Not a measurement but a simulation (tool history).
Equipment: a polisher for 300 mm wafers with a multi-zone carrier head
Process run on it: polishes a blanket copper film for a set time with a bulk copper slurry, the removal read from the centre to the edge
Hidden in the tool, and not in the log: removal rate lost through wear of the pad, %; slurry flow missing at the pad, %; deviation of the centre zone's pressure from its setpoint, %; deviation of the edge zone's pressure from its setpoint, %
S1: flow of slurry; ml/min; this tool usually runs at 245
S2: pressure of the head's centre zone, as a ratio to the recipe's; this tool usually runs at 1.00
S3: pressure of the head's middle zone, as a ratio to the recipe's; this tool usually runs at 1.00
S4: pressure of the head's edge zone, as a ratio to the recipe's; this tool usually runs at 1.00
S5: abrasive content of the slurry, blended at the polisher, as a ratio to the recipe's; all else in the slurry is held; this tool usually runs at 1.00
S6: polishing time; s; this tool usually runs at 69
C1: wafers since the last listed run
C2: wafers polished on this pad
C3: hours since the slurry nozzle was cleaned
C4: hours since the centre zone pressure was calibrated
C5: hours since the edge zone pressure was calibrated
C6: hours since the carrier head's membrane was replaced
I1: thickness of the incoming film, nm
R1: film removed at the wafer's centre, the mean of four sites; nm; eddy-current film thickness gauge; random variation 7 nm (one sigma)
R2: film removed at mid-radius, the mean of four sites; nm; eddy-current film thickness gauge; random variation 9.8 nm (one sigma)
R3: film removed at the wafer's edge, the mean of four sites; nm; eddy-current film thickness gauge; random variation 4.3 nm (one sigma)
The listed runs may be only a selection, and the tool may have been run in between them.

| run | day | S1 | S2 | S3 | S4 | S5 | S6 | C1 | C2 | C3 | C4 | C5 | C6 | I1 | R1 | R2 | R3 |
|---|---|---|---|---|---|---|---|---|---|---|---|---|---|---|---|---|---|
| 1 | 0.000 | 245 | 1.00 | 1.00 | 1.00 | 1.00 | 69 | 0 | 441 | 158.6 | 71.2 | 653.2 | 704.0 | 2448.0 | 605.1 | 611.4 | 610.4 |
| 2 | 0.992 | 245 | 1.00 | 1.00 | 1.00 | 1.00 | 69 | 158 | 599 | 182.4 | 95.0 | 677.0 | 727.8 | 2447.5 | 619.0 | 602.7 | 603.0 |
| 3 | 2.229 | 245 | 1.00 | 1.00 | 1.00 | 1.00 | 69 | 197 | 797 | 212.1 | 124.7 | 706.7 | 757.5 | 2449.1 | 614.0 | 619.5 | 603.1 |
| 4 | 3.004 | 245 | 1.00 | 1.00 | 1.00 | 1.00 | 69 | 123 | 920 | 230.7 | 143.3 | 725.3 | 776.1 | 2476.1 | 599.4 | 601.9 | 591.3 |
|  | 5.312 | worn pad replaced by a new one |
| 5 | 5.375 | 245 | 1.00 | 1.00 | 1.00 | 1.00 | 61 | 351 | 9 | 287.6 | 200.2 | 782.2 | 833.0 | 2441.6 | 582.1 | 593.0 | 577.8 |
|  | 6.512 | carrier head's membrane replaced by a new one |
| 6 | 6.783 | 245 | 1.00 | 1.00 | 1.00 | 1.00 | 69 | 191 | 201 | 321.4 | 234.0 | 816.0 | 6.5 | 2466.4 | 628.4 | 646.7 | 632.6 |
|  | 6.992 | slurry nozzle cleaned |
| 7 | 8.004 | 245 | 1.00 | 1.00 | 1.00 | 1.00 | 69 | 188 | 389 | 24.3 | 263.3 | 845.3 | 35.8 | 2454.7 | 619.8 | 623.3 | 615.8 |
| 8 | 8.575 | 245 | 1.00 | 1.00 | 1.00 | 1.00 | 69 | 91 | 480 | 38.0 | 277.0 | 859.0 | 49.5 | 2416.1 | 603.2 | 614.8 | 611.4 |
| 9 | 9.321 | 245 | 1.00 | 1.10 | 1.00 | 1.00 | 69 | 118 | 599 | 55.9 | 294.9 | 876.9 | 67.4 | 2455.3 | 611.4 | 667.1 | 606.2 |
| 10 | 10.804 | 200 | 1.08 | 1.00 | 1.00 | 1.00 | 54 | 236 | 836 | 91.5 | 330.5 | 912.5 | 103.0 | 2465.8 | 501.8 | 464.1 | 468.1 |
| 11 | 12.179 | 245 | 0.90 | 1.00 | 1.00 | 1.25 | 69 | 219 | 1055 | 124.5 | 363.5 | 945.5 | 136.0 | 2473.0 | 574.3 | 647.6 | 641.8 |
|  | 12.788 | edge zone pressure recalibrated |
|  | 13.183 | centre zone pressure recalibrated |
|  | 13.312 | worn pad replaced by a new one |
| 12 | 13.608 | 245 | 1.00 | 1.00 | 1.00 | 1.00 | 69 | 180 | 47 | 158.8 | 10.2 | 19.7 | 170.3 | 2444.0 | 662.6 | 642.7 | 659.0 |
| 13 | 14.542 | 195 | 1.00 | 0.90 | 0.89 | 1.00 | 69 | 148 | 196 | 181.2 | 32.6 | 42.1 | 192.7 | 2449.7 | 623.1 | 582.3 | 607.0 |
| 14 | 15.783 | 245 | 1.00 | 0.93 | 1.00 | 0.70 | 69 | 198 | 394 | 211.0 | 62.4 | 71.9 | 222.5 | 2496.9 | 542.9 | 532.4 | 554.9 |
| 15 | 16.908 | 245 | 1.00 | 1.00 | 1.00 | 1.00 | 69 | 179 | 573 | 238.0 | 89.4 | 98.9 | 249.5 | 2466.5 | 624.1 | 625.6 | 617.4 |
| 16 | 17.725 | 330 | 1.00 | 1.00 | 0.92 | 1.20 | 59 | 130 | 704 | 257.6 | 109.0 | 118.5 | 269.1 | 2408.3 | 551.6 | 575.1 | 544.2 |

Here are 5 independent what-if runs from the current tool condition. What would each one return?
| A | 17.742 | 245 | 1.00 | 1.00 | 1.00 | 0.70 | 69 | 2 | 706 | 258.0 | 109.4 | 118.9 | 269.5 | 2408.6 | ? | ? | ? |
| B | 17.742 | 245 | 1.00 | 1.06 | 1.00 | 0.85 | 69 | 2 | 706 | 258.0 | 109.4 | 118.9 | 269.5 | 2408.6 | ? | ? | ? |
| C | 17.742 | 275 | 1.00 | 0.89 | 1.00 | 0.70 | 46 | 2 | 706 | 258.0 | 109.4 | 118.9 | 269.5 | 2408.6 | ? | ? | ? |
| D | 17.742 | 200 | 1.00 | 0.94 | 1.00 | 1.00 | 69 | 2 | 706 | 258.0 | 109.4 | 118.9 | 269.5 | 2408.6 | ? | ? | ? |
| E | 17.742 | 245 | 1.11 | 1.00 | 1.06 | 1.00 | 46 | 2 | 706 | 258.0 | 109.4 | 118.9 | 269.5 | 2408.6 | ? | ? | ? |

| run | R1 | R2 | R3 |
|---|---|---|---|
| A | 542.5 | 561.5 | 546.5 |
| B | 577.9 | 628.2 | 581.5 |
| C | 365.0 | 342.7 | 367.4 |
| D | 595.5 | 586.5 | 604.4 |
| E | 449.6 | 418.6 | 416.2 |
Without the tool's hidden state the same runs would have given:
| run | R1 | R2 | R3 |
|---|---|---|---|
| A | 595.3 | 616.1 | 599.8 |
| B | 634.2 | 689.3 | 638.1 |
| C | 400.6 | 376.0 | 403.2 |
| D | 653.5 | 643.6 | 663.2 |
| E | 493.3 | 459.4 | 456.8 |
